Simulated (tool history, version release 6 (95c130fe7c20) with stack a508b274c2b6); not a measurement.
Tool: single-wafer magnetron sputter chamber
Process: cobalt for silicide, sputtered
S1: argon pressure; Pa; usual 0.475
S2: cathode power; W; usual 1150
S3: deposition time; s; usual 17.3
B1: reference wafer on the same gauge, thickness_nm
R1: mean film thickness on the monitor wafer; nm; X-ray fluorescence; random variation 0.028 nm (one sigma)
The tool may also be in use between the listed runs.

run,day,S1,S2,S3,B1,R1
1,0.000,0.475,1300,17.3,10.235,9.844
2,0.671,0.542,1150,19.3,10.245,9.523
# day 1.400: sputter target and shields replaced
3,1.846,0.475,1050,18.3,10.238,8.696
4,3.308,0.475,1050,18.3,10.229,8.596
5,4.325,0.475,1150,17.3,10.236,8.810
6,5.525,0.475,1150,17.3,10.238,8.742
7,6.112,0.475,1150,17.3,10.238,8.787
8,7.383,0.475,1150,17.3,10.241,8.727
9,7.938,0.475,1150,17.3,10.243,8.768
# day 8.471: gauge calibrated
10,8.579,0.475,1150,17.3,10.236,8.708
11,9.196,0.475,950,17.3,10.241,7.203
12,9.712,0.475,950,17.3,10.239,7.226
# day 10.708: sputter target and shields replaced
13,10.812,0.475,950,17.3,10.236,7.407
14,12.117,0.475,1150,19.0,10.239,9.736
# day 12.650: capacitance manometer re-zeroed and calibrated
15,12.729,0.475,1150,17.3,10.239,8.772
16,14.071,0.475,1150,17.3,10.229,8.699
17,15.133,0.334,1250,17.3,10.240,9.893
# day 16.629: magnet pack replaced
18,16.650,0.328,1400,19.4,10.235,12.343
19,17.458,0.475,900,17.3,10.249,6.782
20,18.079,0.411,950,16.3,10.244,6.868
21,19.354,0.300,1350,17.3,10.232,10.722
# day 19.821: sputter target and shields replaced
22,20.008,0.475,1150,17.3,10.238,9.033
23,21.021,0.575,1300,15.1,10.239,8.532
24,21.846,0.475,1150,17.3,10.235,8.814
25,22.612,0.345,1250,19.9,10.251,11.418
26,23.579,0.475,1150,17.3,10.241,8.756
27,24.329,0.587,1350,19.4,10.247,11.068
28,24.879,0.475,1150,17.3,10.239,8.725

The same runs without the tool's hidden state, with the same run-to-run variation:
The hidden state here: deposition rate above that of a new target (%); true argon pressure above the setpoint (%); gauge reads high (%).
run,R1
1,10.264
2,9.941
3,8.764
4,8.789
5,9.066
6,9.042
7,9.105
8,9.068
9,9.118
10,9.063
11,7.501
12,7.528
13,7.482
14,9.984
15,9.041
16,9.034
17,10.315
18,12.916
19,7.106
20,7.200
21,11.253
22,9.095
23,8.694
24,9.045
25,11.774
26,9.068
27,11.493
28,9.073

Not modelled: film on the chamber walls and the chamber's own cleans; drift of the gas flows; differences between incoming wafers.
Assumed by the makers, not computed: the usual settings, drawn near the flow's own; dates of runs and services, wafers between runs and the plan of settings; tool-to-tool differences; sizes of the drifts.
